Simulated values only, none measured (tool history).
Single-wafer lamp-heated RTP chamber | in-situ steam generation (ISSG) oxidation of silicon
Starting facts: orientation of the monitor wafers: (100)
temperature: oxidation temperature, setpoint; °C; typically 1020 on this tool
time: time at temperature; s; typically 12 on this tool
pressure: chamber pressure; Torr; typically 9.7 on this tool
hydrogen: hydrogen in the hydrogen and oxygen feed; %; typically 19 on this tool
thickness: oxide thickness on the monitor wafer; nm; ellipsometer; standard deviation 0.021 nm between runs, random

run,hour,temperature,time,pressure,hydrogen,"read-back reference wafer on the same gauge, thickness",thickness
1,0.0,1020,12,9.7,19,3.511,4.075
2,53.8,1020,15,9.7,19,3.507,4.565
3,120.1,1020,12,9.7,19,3.517,4.172
# hour 166.1: pyrometer window cleaned and pyrometer calibrated
4,189.8,1020,12,9.7,19,3.512,4.041
5,231.0,1020,12,9.7,19,3.508,4.072
6,412.0,1020,12,8.8,19,3.509,4.294
# hour 457.3: pyrometer window cleaned and pyrometer calibrated
7,460.4,1020,12,8.8,19,3.512,4.090
8,512.0,1020,12,8.8,19,3.508,4.160
# hour 534.9: hydrogen flow controller replaced
9,581.9,1020,12,9.7,19,3.506,4.124
10,606.2,1020,12,9.7,19,3.511,4.139
# hour 640.2: gauge calibrated
11,664.5,1020,12,9.7,19,3.507,4.208
# hour 721.0: pyrometer window cleaned and pyrometer calibrated
12,723.8,1020,12,10.2,19,3.514,3.978
13,758.9,1020,12,9.7,12,3.506,3.632
14,792.4,1020,9,9.7,16,3.504,3.431
15,846.1,1020,12,8.8,19,3.509,4.156
16,885.2,1020,12,9.7,26,3.505,4.450
17,922.5,1026,12,9.7,22,3.509,4.434
# hour 955.6: pyrometer window cleaned and pyrometer calibrated
18,956.1,1015,14,9.7,19,3.515,4.274
# hour 981.8: pressure gauge zeroed
19,985.2,1010,12,9.7,19,3.513,3.908
20,1013.4,1020,12,9.7,19,3.516,4.081
21,1049.3,1030,12,9.7,25,3.510,4.595
22,1114.6,1020,12,9.7,19,3.515,4.142
23,1159.1,1020,9,10.1,19,3.511,3.661
24,1213.0,1004,9,10.2,11,3.516,3.017

Run 25 has not been measured yet. What should we expect?
# hour 1240.0: pyrometer window cleaned and pyrometer calibrated
25,1240.8,1013,16,10.2,11,?,?

Run 25 measured read-back reference wafer on the same gauge, thickness 3.507, thickness 3.945 nm.
If the tool had no hidden condition, the same run with the same run-to-run variation would have returned thickness 3.935 nm.
